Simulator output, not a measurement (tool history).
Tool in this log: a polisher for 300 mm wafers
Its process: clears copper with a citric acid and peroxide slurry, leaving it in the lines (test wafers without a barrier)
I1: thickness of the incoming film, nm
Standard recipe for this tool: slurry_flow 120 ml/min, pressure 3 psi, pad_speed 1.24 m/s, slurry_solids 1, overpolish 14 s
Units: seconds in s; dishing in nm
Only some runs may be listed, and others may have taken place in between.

Run 1, hour 0: usual settings but pressure 3.6 psi; I1 447.5. Result: seconds 177.5 s, dishing 23.7 nm.
Run 2, hour 10.6: usual settings but pressure 3.6 psi; I1 449.2. Result: seconds 180.7 s, dishing 23.6 nm.
Run 3, hour 21.9: usual settings but overpolish 20 s; I1 455.9. Result: seconds 220.7 s, dishing 28.9 nm.
Run 4, hour 28.9: usual settings but overpolish 20 s; I1 441.3. Result: seconds 210.9 s, dishing 28.6 nm.
Run 5, hour 41.7: usual settings but overpolish 20 s; I1 454.7. Result: seconds 215.7 s, dishing 29.6 nm.
Run 6, hour 50: usual settings but pad_speed 1 m/s; I1 451.2. Result: seconds 262.2 s, dishing 17.5 nm.
Run 7, hour 59.3: usual settings but slurry_flow 130 ml/min; I1 443.4. Result: seconds 203.5 s, dishing 20.6 nm.
Run 8, hour 72.2: usual settings; I1 447.4. Result: seconds 216.8 s, dishing 20 nm.
At hour 91.5: slurry blender recalibrated.
Run 9, hour 95.4: usual settings; I1 440. Result: seconds 216.8 s, dishing 20 nm.
At hour 110.3: worn pad replaced by a new one.
Run 10, hour 113: usual settings but pressure 2.4 psi; I1 451.9. Result: seconds 270.1 s, dishing 15.9 nm.
Run 11, hour 119.2: usual settings but overpolish 6 s; I1 446.8. Result: seconds 221 s, dishing 9 nm.
Run 12, hour 131.9: usual settings but slurry_flow 95 ml/min, pressure 2.1 psi, overpolish 20 s; I1 452.4. Result: seconds 342.6 s, dishing 18 nm.
At hour 134.7: slurry nozzle cleaned.
Run 13, hour 141: usual settings; I1 451.6. Result: seconds 189.2 s, dishing 23 nm.
Run 14, hour 156.8: usual settings but slurry_flow 80 ml/min, pressure 3.7 psi; I1 450. Result: seconds 168.7 s, dishing 25.3 nm.
Run 15, hour 166.6: usual settings; I1 454.5. Result: seconds 191.7 s, dishing 22.8 nm.
At hour 173.2: head pressure recalibrated.
Run 16, hour 177.5: usual settings but slurry_solids 1.3; I1 449.5. Result: seconds 177.9 s, dishing 23.9 nm.
Run 17, hour 186.6: usual settings but pressure 2.5 psi; I1 443.3. Result: seconds 223.7 s, dishing 19.7 nm.
Run 18, hour 193.6: usual settings but slurry_flow 80 ml/min; I1 454.8. Result: seconds 215.5 s, dishing 20.3 nm.
Run 19, hour 205.6: usual settings but pressure 2.7 psi, slurry_solids 1.15; I1 455.9. Result: seconds 210.1 s, dishing 21.8 nm.
At hour 211.4: worn pad replaced by a new one.
Run 20, hour 215.8: usual settings but slurry_solids 0.85; I1 447.4. Result: seconds 193.6 s, dishing 22.1 nm.
Run 21, hour 227.1: usual settings but overpolish 6 s; I1 444.9. Result: seconds 188.3 s, dishing 10.2 nm.
Run 22, hour 242.3: usual settings but pressure 2.4 psi, pad_speed 0.92 m/s; I1 448.4. Result: seconds 314.5 s, dishing 14.5 nm.
Run 23, hour 254: usual settings but slurry_flow 135 ml/min, pressure 2.6 psi, pad_speed 1.44 m/s, slurry_solids 1.25; I1 448.3. Result: seconds 174.5 s, dishing 23.8 nm.
Run 24, hour 265.7: usual settings but slurry_flow 80 ml/min, pad_speed 0.92 m/s, slurry_solids 1.1, overpolish 17 s; I1 448. Result: seconds 276.8 s, dishing 18.9 nm.
Run 25, hour 280.6: usual settings but slurry_solids 1.25; I1 452.3. Result: seconds 184.8 s, dishing 24.1 nm.
Run 26, hour 291.8: usual settings; I1 450. Result: seconds 197.4 s, dishing 23.2 nm.
Run 27, hour 300.5: usual settings but pad_speed 1.56 m/s, slurry_solids 0.75, overpolish 22 s; I1 447.4. Result: seconds 164.2 s, dishing 36.6 nm.
Run 28, hour 312.7: usual settings but slurry_solids 1.15; I1 451.9. Result: seconds 193.3 s, dishing 22 nm.
Run 29, hour 321.4: usual settings but slurry_flow 150 ml/min, pad_speed 0.86 m/s, slurry_solids 1.15, overpolish 21 s; I1 447. Result: seconds 261.1 s, dishing 25.5 nm.

State the hidden condition of the tool at each of the runs:
removal rate lost through wear of the pad, %: 0 at every run
deviation of the head's pressure from its setpoint, %: 0 at every run
abrasive missing from the slurry, %: 0 at every run
H1: slurry flow missing at the pad, %
run    H1
  1  40.5
  2  41.1
  3  41.7
  4  42.1
  5  42.9
  6  43.4
  7  43.9
  8  44.7
  9    46
 10    47
 11  47.4
 12  48.1
 13   7.5
 14  8.42
 15  8.99
 16  9.62
 17  10.1
 18  10.6
 19  11.3
 20  11.8
 21  12.5
 22  13.4
 23  14.1
 24  14.7
 25  15.6
 26  16.3
 27  16.8
 28  17.5
 29    18
